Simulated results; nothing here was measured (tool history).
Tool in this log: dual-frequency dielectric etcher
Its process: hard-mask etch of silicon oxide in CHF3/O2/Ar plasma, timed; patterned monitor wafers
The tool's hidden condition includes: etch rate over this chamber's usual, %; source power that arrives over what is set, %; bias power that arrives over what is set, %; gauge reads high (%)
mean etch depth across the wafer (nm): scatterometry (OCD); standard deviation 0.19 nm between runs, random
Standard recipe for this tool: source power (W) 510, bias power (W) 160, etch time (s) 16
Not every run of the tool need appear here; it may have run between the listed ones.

run,hour,source power (W),bias power (W),etch time (s),wafers since the last listed run,hours since the last wet clean,hours since the last source power generator calibration,hours since the last bias power generator calibration,hours since the last upper electrode change,hours since the gauge calibration,"read-back reference wafer on the same gauge, depth_nm",mean etch depth across the wafer (nm)
1,0,510,132,16,0,343,3123.7,803.4,3744.2,1027.7,31.01,28.2
2,74.8,510,142,16,800,417.8,3198.5,878.2,3819,1102.5,30.99,28.89
3,156.8,510,160,17.5,877,499.8,3280.5,960.2,3901,1184.5,30.99,33.27
# hour 256.7: wet clean of the chamber
4,257.2,510,160,17.5,817,0.5,3380.9,1060.6,4001.4,1284.9,31,32.78
5,279.2,510,160,17.5,235,22.5,3402.9,1082.6,4023.4,1306.9,30.97,33.18
# hour 307.9: source power generator calibrated
6,382.6,510,160,16,1063,125.9,74.7,1186,4126.8,1410.3,31.01,30.07
# hour 383.6: gauge calibrated
7,421.1,510,160,16,411,164.4,113.2,1224.5,4165.3,37.5,31.01,30.2
8,519.8,510,160,16,1055,263.1,211.9,1323.2,4264,136.2,30.97,30.03
9,613.5,390,160,16,1002,356.8,305.6,1416.9,4357.7,229.9,30.98,27.42
10,687,510,160,16,786,430.3,379.1,1490.4,4431.2,303.4,30.99,30.1
# hour 746.7: upper electrode replaced
11,778.4,430,160,16,721,521.7,470.5,1581.8,31.7,394.8,31.01,28.31
# hour 818: wet clean of the chamber
12,869.5,510,160,16,717,51.5,561.6,1672.9,122.8,485.9,31,30.23
13,957,510,160,16,936,139,649.1,1760.4,210.3,573.4,30.99,30.2
# hour 972.7: bias power generator calibrated
14,1016.2,600,193,18.5,590,198.2,708.3,43.5,269.5,632.6,30.98,38.69
15,1081.3,600,160,17.5,696,263.3,773.4,108.6,334.6,697.7,31.01,34.72
16,1182.1,510,160,13,1078,364.1,874.2,209.4,435.4,798.5,31,24.44
17,1263.1,610,177,17.5,866,445.1,955.2,290.4,516.4,879.5,31.03,36.32
18,1313.3,510,188,16,537,495.3,1005.4,340.6,566.6,929.7,30.96,31.96
# hour 1398: wet clean of the chamber
19,1398.5,510,160,16,654,0.5,1090.6,425.8,651.8,1014.9,31,29.95
20,1437.2,510,181,14,414,39.2,1129.3,464.5,690.5,1053.6,31.02,27.72
21,1503.5,510,160,19.5,709,105.5,1195.6,530.8,756.8,1119.9,30.99,36.89
22,1566.3,510,160,18.5,671,168.3,1258.4,593.6,819.6,1182.7,30.98,34.85
23,1607.1,470,160,20,436,209.1,1299.2,634.4,860.4,1223.5,31.01,36.45
24,1682,550,177,20,801,284,1374.1,709.3,935.3,1298.4,31.01,39.8
25,1741.9,510,124,14,640,343.9,1434,769.2,995.2,1358.3,30.98,24.22
# hour 1806.1: gauge calibrated
26,1812.7,570,173,19,757,414.7,1504.8,840,1066,6.6,30.94,38.43
27,1902.5,510,160,16,960,504.5,1594.6,929.8,1155.8,96.4,31.02,30.14
# hour 1955.7: wet clean of the chamber
28,1998.9,600,185,13,774,43.2,1691,1026.2,1252.2,192.8,31,26.97
29,2099.3,510,194,16,1074,143.6,1791.4,1126.6,1352.6,293.2,31.02,31.91

Hidden state, per run?
etch rate over this chamber's usual, %: 0, the same for each run
source power that arrives over what is set, %: 0, the same for each run
bias power that arrives over what is set, %: 0, the same for each run
gauge reads high (%): 0, the same for each run

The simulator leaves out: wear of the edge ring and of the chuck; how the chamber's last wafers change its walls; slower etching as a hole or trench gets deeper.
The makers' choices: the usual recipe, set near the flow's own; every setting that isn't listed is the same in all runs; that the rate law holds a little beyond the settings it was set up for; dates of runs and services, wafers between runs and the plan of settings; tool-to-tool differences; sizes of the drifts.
